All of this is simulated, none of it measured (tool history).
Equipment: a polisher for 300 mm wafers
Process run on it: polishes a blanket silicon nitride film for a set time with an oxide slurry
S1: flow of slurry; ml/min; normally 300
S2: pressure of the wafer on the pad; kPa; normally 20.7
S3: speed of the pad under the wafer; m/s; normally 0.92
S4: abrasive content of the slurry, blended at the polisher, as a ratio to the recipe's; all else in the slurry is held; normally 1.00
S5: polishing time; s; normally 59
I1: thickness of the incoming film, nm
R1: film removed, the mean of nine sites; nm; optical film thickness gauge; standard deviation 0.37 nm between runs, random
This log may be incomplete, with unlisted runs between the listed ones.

run 1 hour=0.0 | S1=300 S2=20.7 S3=0.92 S4=1.00 S5=59 | I1=372.0 | R1=33.4
-- hour=28.0 slurry blender recalibrated
run 2 hour=97.5 | S1=300 S2=22.8 S3=0.92 S4=1.00 S5=59 | I1=363.8 | R1=34.9
run 3 hour=192.0 | S1=275 S2=20.7 S3=0.92 S4=1.00 S5=59 | I1=370.8 | R1=30.9
run 4 hour=229.6 | S1=300 S2=20.7 S3=0.92 S4=1.00 S5=59 | I1=376.3 | R1=31.1
-- hour=287.3 slurry nozzle cleaned
run 5 hour=300.9 | S1=300 S2=20.7 S3=0.92 S4=1.00 S5=59 | I1=373.0 | R1=30.6
run 6 hour=362.3 | S1=300 S2=20.7 S3=0.92 S4=1.00 S5=59 | I1=370.0 | R1=29.5
-- hour=378.6 worn pad replaced by a new one
-- hour=393.4 conditioning disc replaced and pad reconditioned
run 7 hour=427.0 | S1=300 S2=20.7 S3=0.92 S4=1.00 S5=59 | I1=371.0 | R1=32.7
run 8 hour=505.9 | S1=300 S2=20.7 S3=0.92 S4=1.00 S5=59 | I1=377.2 | R1=31.7
-- hour=569.3 slurry blender recalibrated
run 9 hour=574.5 | S1=300 S2=20.7 S3=0.92 S4=1.00 S5=59 | I1=372.6 | R1=31.3
run 10 hour=645.1 | S1=300 S2=20.7 S3=0.92 S4=1.00 S5=59 | I1=368.1 | R1=30.2
-- hour=658.3 slurry nozzle cleaned
run 11 hour=737.2 | S1=300 S2=18.6 S3=1.02 S4=1.00 S5=59 | I1=370.9 | R1=29.4
-- hour=750.9 conditioning disc replaced and pad reconditioned
-- hour=774.7 head pressure recalibrated
run 12 hour=791.2 | S1=240 S2=20.7 S3=0.92 S4=0.90 S5=59 | I1=366.9 | R1=31.3
-- hour=820.6 worn pad replaced by a new one
run 13 hour=884.0 | S1=300 S2=20.7 S3=0.92 S4=1.00 S5=59 | I1=370.6 | R1=31.4
run 14 hour=937.4 | S1=400 S2=20.7 S3=0.92 S4=1.00 S5=59 | I1=370.7 | R1=31.6
run 15 hour=989.9 | S1=300 S2=20.7 S3=0.92 S4=1.10 S5=59 | I1=365.4 | R1=30.9
-- hour=1069.9 slurry nozzle cleaned
run 16 hour=1075.9 | S1=300 S2=26.2 S3=1.12 S4=1.00 S5=59 | I1=373.1 | R1=41.9
-- hour=1112.5 slurry blender recalibrated
-- hour=1126.3 conditioning disc replaced and pad reconditioned
run 17 hour=1141.2 | S1=340 S2=20.7 S3=0.92 S4=1.00 S5=59 | I1=367.7 | R1=33.3
-- hour=1163.2 worn pad replaced by a new one
run 18 hour=1233.1 | S1=300 S2=20.7 S3=0.92 S4=1.00 S5=59 | I1=366.9 | R1=32.2
run 19 hour=1327.7 | S1=300 S2=20.7 S3=0.92 S4=1.00 S5=59 | I1=373.8 | R1=31.2
run 20 hour=1402.7 | S1=300 S2=20.7 S3=0.92 S4=1.00 S5=59 | I1=363.9 | R1=30.6
-- hour=1441.3 slurry nozzle cleaned
-- hour=1475.6 conditioning disc replaced and pad reconditioned
run 21 hour=1503.4 | S1=275 S2=20.7 S3=0.92 S4=1.00 S5=59 | I1=373.4 | R1=33.4
-- hour=1544.8 slurry blender recalibrated
-- hour=1580.3 worn pad replaced by a new one
run 22 hour=1594.6 | S1=300 S2=18.6 S3=0.92 S4=0.90 S5=71 | I1=377.3 | R1=33.9
run 23 hour=1635.6 | S1=200 S2=20.7 S3=0.92 S4=0.80 S5=59 | I1=370.1 | R1=27.9
run 24 hour=1715.4 | S1=365 S2=20.7 S3=1.16 S4=1.00 S5=59 | I1=370.9 | R1=37.3
run 25 hour=1785.2 | S1=300 S2=24.8 S3=0.92 S4=1.00 S5=42 | I1=367.7 | R1=24.8

Forecast each of these 4 alternatives for the next run:
run A hour=1785.6 | S1=300 S2=20.7 S3=0.92 S4=1.00 S5=59 | I1=370.8 | R1=?
run B hour=1785.6 | S1=300 S2=15.9 S3=1.06 S4=1.15 S5=59 | I1=370.8 | R1=?
run C hour=1785.6 | S1=300 S2=20.7 S3=0.66 S4=1.00 S5=59 | I1=370.8 | R1=?
run D hour=1785.6 | S1=300 S2=24.8 S3=0.92 S4=0.85 S5=59 | I1=370.8 | R1=?

run=A R1=30.5
run=B R1=28.6
run=C R1=23.9
run=D R1=33.7
Stripped of hidden state, with their random variation kept, the same runs would have yielded:
run=A R1=33.8
run=B R1=31.4
run=C R1=25.9
run=D R1=37.9

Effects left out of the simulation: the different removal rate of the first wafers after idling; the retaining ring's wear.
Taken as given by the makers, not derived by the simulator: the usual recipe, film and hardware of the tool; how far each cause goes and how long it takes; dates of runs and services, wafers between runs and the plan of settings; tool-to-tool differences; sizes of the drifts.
